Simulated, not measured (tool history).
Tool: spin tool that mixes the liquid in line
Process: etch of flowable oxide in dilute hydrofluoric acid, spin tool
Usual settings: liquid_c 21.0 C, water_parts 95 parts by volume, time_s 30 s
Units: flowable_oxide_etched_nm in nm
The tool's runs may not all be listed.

run   hour  liquid_c  water_parts  time_s  read-back film thickness of the flowable oxide reference wafer, read on the same gauge (nm)  flowable_oxide_etched_nm
  1    0.0      21.0           95      30                                                                                       120.04                      9.11
  2   24.8      21.0           95      30                                                                                       119.96                      9.06
  3   42.1      21.0           95      30                                                                                       120.00                      9.10
  4   59.0      21.0           95      30                                                                                       119.95                      9.14
  5  102.0      21.0           95      35                                                                                       120.02                     10.58
  6  125.5      21.0           95      35                                                                                       119.99                     10.54
  7  139.8      21.0           95      30                                                                                       120.05                      9.04
  8  173.3      21.0           95      30                                                                                       120.01                      8.96
  9  203.6      21.0           95      30                                                                                       120.01                      8.99
 10  238.0      21.0           95      30                                                                                       120.01                      8.93
 11  254.3      21.0           95      30                                                                                       119.99                      8.90
 12  269.7      21.0           95      30                                                                                       119.99                      8.89
     272.4  -- gauge calibrated
 13  288.5      21.0           95      30                                                                                       120.00                      8.94
 14  304.7      21.0           95      30                                                                                       119.99                      8.99
 15  324.5      21.0           95      30                                                                                       119.97                      8.98
 16  344.4      17.5           45      15                                                                                       120.01                      8.51
 17  360.0      21.0          120      30                                                                                       120.00                      6.79
 18  374.3      21.0          110      30                                                                                       120.00                      7.54
     404.4  -- thermometer replaced
 19  405.1      21.0           95      30                                                                                       120.00                      8.80
 20  437.8      21.0           95      30                                                                                       120.01                      8.68
 21  470.1      21.0           95      30                                                                                       120.04                      8.74
 22  492.0      21.0           95      30                                                                                       119.98                      8.81
     509.8  -- hydrofluoric acid flow meter replaced
 23  516.0      21.0          135      45                                                                                       119.97                      9.47
 24  537.3      21.0           45      30                                                                                       120.01                     21.04
 25  553.7      25.5          130      40                                                                                       120.01                     10.39
 26  572.0      17.0           75      15                                                                                       120.02                      5.17
 27  603.2      21.0           60      20                                                                                       120.00                     10.37
 28  623.4      21.0           95      30                                                                                       120.01                      9.23
 29  699.2      23.0          135      15                                                                                       120.03                      3.37
 30  732.1      21.0           95      30                                                                                       120.00                      9.27
 31  748.4      23.0          145      15                                                                                       120.01                      3.11

What the log doesn't show, run by run:
liquid colder than its thermometer reads (K): 0 in every run
gauge reads high (%): 0 in every run
H1: hydrofluoric acid flow below the setpoint (%)
run      H1
  1    2.49
  2     2.7
  3    2.84
  4    2.98
  5    3.34
  6    3.54
  7    3.66
  8    3.93
  9    4.19
 10    4.47
 11    4.61
 12    4.73
 13    4.89
 14    5.03
 15    5.19
 16    5.36
 17    5.49
 18     5.6
 19    5.86
 20    6.13
 21     6.4
 22    6.58
 23  0.0619
 24   0.239
 25   0.375
 26   0.527
 27   0.787
 28   0.954
 29    1.58
 30    1.86
 31    1.99
